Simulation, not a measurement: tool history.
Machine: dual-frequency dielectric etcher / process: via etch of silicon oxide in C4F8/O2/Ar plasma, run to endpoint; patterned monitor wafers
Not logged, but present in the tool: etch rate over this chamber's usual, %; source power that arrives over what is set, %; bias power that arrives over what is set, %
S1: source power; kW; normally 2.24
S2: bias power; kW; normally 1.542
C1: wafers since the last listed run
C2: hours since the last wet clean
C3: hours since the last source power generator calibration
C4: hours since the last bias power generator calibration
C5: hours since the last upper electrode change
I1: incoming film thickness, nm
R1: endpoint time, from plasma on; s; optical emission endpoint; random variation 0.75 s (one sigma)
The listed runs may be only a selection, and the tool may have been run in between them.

run      day    S1     S2    C1     C2      C3      C4      C5     I1     R1
  1        0  2.42  1.542     0  237.1  2016.4   160.1  3447.3  910.3    174
  2    1.633  2.42  1.542   284  276.3  2055.6   199.3  3486.5  921.3  176.5
  3    3.371  2.42  1.542   302    318  2097.3     241  3528.2  910.7  175.6
  4      6.5  2.24  1.542   544  393.1  2172.4   316.1  3603.3  911.4  179.6
  5      9.1  2.24  1.542   452  455.5  2234.8   378.5  3665.7  902.4  177.8
      13.788  -- wet clean of the chamber
  6   13.808  2.24  1.542   645    0.5  2347.8   491.5  3778.7  914.1  180.8
  7   16.379  1.87  1.542   447   62.2  2409.5   553.2  3840.4  908.8    188
  8   20.721  1.87  1.542   755  166.4  2513.7   657.4  3944.6  912.4  189.1
  9   23.354  2.24  1.542   458  229.6  2576.9   720.6  4007.8  907.4  180.1
 10   26.096  2.24  1.542   476  295.4  2642.7   786.4  4073.6  901.6  178.5
      29.975  -- upper electrode replaced
 11   34.696  2.24  1.542  1321  501.8  2849.1   992.8   113.3  914.8  182.4
 12   37.788  2.24  1.621   537    576  2923.3    1067   187.5  909.5  175.5
 13   40.146  2.24  1.809   410  632.6  2979.9  1123.6   244.1  904.4  169.1
      43.242  -- wet clean of the chamber
 14   44.133  2.24  1.542   519   21.4  3075.6  1219.3   339.8  907.4  180.8
      44.625  -- source power generator calibrated
 15   47.562  2.24  1.542   567  103.7    70.5  1301.6   422.1    908  178.9
 16   49.442  2.24  1.542   326  148.8   115.6  1346.7   467.2  910.2  178.9
 17   53.654  2.73  1.288   732  249.9   216.7  1447.8   568.3  892.1  177.4
      56.367  -- bias power generator calibrated
 18   56.979  2.39  1.436   549  329.7   296.5    14.7   648.1  907.1  177.1
 19   60.575  2.73  1.915   625    416   382.8     101   734.4    915    153
 20   64.792  2.24   1.83   733  517.2     484   202.2   835.6  904.9  162.7
      72.262  -- wet clean of the chamber
 21   76.458  2.76  1.831  1855  100.7     764   482.2  1115.6  901.4  155.2
 22   79.908  1.89  1.398   600  183.5   846.8     565  1198.4  901.4  191.8
 23   83.258  2.71  1.274   582  263.9   927.2   645.4  1278.8  916.7  184.1
 24   86.333  1.88  1.343   534  337.7    1001   719.2  1352.6  906.6    198
 25   89.233   1.9  1.542   504  407.3  1070.6   788.8  1422.2  907.7  186.2
 26   91.238  2.24  1.542   348  455.4  1118.7   836.9  1470.3  904.2  178.6
 27   95.004  2.66  1.801   655  545.8  1209.1   927.3  1560.7  904.5  157.9
 28     97.3  1.98  1.906   399  600.9  1264.2   982.4  1615.8    915  170.8
      99.075  -- wet clean of the chamber
 29  100.658  1.98  1.359   410     38  1344.8    1063  1696.4  910.1  195.9
 30  102.958  2.41  1.382   400   93.2    1400  1118.2  1751.6    907  183.2
 31  104.846  2.24  1.542   328  138.5  1445.3  1163.5  1796.9  917.4    181
 32  109.212   2.5  1.895   759  243.3  1550.1  1268.3  1901.7    907    160
 33    113.4   2.5  1.682   728  343.8  1650.6  1368.8  2002.2    910    168
 34  115.721  2.78  1.748   403  399.5  1706.3  1424.5  2057.9  916.4  161.6

Below are 5 alternative next runs, each starting from the tool's condition after run 34. Predict each:
  A  115.742  2.03  1.542   3  400  1706.8  1425  2058.4  903.6   ?
  B  115.742  2.03  1.178   3  400  1706.8  1425  2058.4  903.6   ?
  C  115.742  2.68  1.794   3  400  1706.8  1425  2058.4  903.6   ?
  D  115.742  2.64  1.646   3  400  1706.8  1425  2058.4  903.6   ?
  E  115.742  2.67  1.847   3  400  1706.8  1425  2058.4  903.6   ?

run     R1
  A  183.4
  B  205.5
  C  159.9
  D  166.2
  E  158.2
What these runs would have given with no unlogged condition in the tool:
run     R1
  A  178.1
  B  199.9
  C  155.1
  D  161.3
  E  153.5
